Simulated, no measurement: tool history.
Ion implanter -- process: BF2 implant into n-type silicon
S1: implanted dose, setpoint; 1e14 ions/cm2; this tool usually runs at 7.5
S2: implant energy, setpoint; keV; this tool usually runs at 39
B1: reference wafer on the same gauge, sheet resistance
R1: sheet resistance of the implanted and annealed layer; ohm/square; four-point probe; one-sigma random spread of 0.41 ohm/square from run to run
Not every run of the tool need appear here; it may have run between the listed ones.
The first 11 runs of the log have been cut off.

run 12 hour=759.3 | S1=6.45 S2=39 | B1=148.04 | R1=202.98
run 13 hour=815.2 | S1=9.25 S2=39 | B1=147.83 | R1=158.97
run 14 hour=919.9 | S1=9.15 S2=26 | B1=147.9 | R1=184
run 15 hour=971.1 | S1=7.5 S2=39 | B1=147.91 | R1=181.39
run 16 hour=1025.5 | S1=9.69 S2=47 | B1=147.96 | R1=146.01
run 17 hour=1080.3 | S1=8.31 S2=27 | B1=147.95 | R1=190.01
run 18 hour=1152.4 | S1=6.66 S2=30.5 | B1=148.04 | R1=209.02
run 19 hour=1201.1 | S1=7.5 S2=39 | B1=148.09 | R1=181.39
run 20 hour=1240.3 | S1=5.92 S2=50 | B1=147.92 | R1=213.15
run 21 hour=1327.3 | S1=8.7 S2=45.5 | B1=148.02 | R1=157.81
-- hour=1378.7 extraction supply calibrated
run 22 hour=1394.6 | S1=7.5 S2=39 | B1=148.01 | R1=183.29
run 23 hour=1460.5 | S1=5.48 S2=46.5 | B1=147.91 | R1=229.04
run 24 hour=1515.5 | S1=8.81 S2=27 | B1=147.98 | R1=187.07
-- hour=1546.9 gauge calibrated
run 25 hour=1560.4 | S1=6.35 S2=49 | B1=148.02 | R1=201.86
run 26 hour=1626.2 | S1=9.69 S2=47 | B1=147.98 | R1=147.67
run 27 hour=1686.9 | S1=6.68 S2=47.5 | B1=147.99 | R1=193.62
run 28 hour=1763.5 | S1=9.15 S2=26 | B1=147.92 | R1=187.74
run 29 hour=1855 | S1=8.46 S2=43.5 | B1=148.03 | R1=164.74
run 30 hour=1899.6 | S1=5.94 S2=48 | B1=148.01 | R1=212.64
run 31 hour=1981.2 | S1=7.5 S2=39 | B1=147.84 | R1=183.21
run 32 hour=2076.3 | S1=8.2 S2=33 | B1=147.96 | R1=181.48
run 33 hour=2164.7 | S1=8.52 S2=35.5 | B1=148.03 | R1=171.99
run 34 hour=2262.8 | S1=6.14 S2=43 | B1=148.03 | R1=211.05
run 35 hour=2334.6 | S1=8.84 S2=29.5 | B1=148.13 | R1=180.35
run 36 hour=2419.1 | S1=6.47 S2=51.5 | B1=148.1 | R1=197.93

Alternative continuations, all from the tool just after run 36; predict every row:
run A hour=2419.5 | S1=7.5 S2=39 | B1=? | R1=?
run B hour=2419.5 | S1=5.65 S2=51.5 | B1=? | R1=?
run C hour=2419.5 | S1=6.73 S2=32 | B1=? | R1=?
run D hour=2419.5 | S1=7.5 S2=31 | B1=? | R1=?
run E hour=2419.5 | S1=9.59 S2=32.5 | B1=? | R1=?

run=A B1=147.92 R1=183.37
run=B B1=147.92 R1=221.87
run=C B1=147.92 R1=207.36
run=D B1=147.92 R1=194.8
run=E B1=147.92 R1=167.08
Without the tool's unlogged condition, the same runs would have read:
run=A R1=183.48
run=B R1=221.91
run=C R1=207.5
run=D R1=194.96
run=E R1=167.26
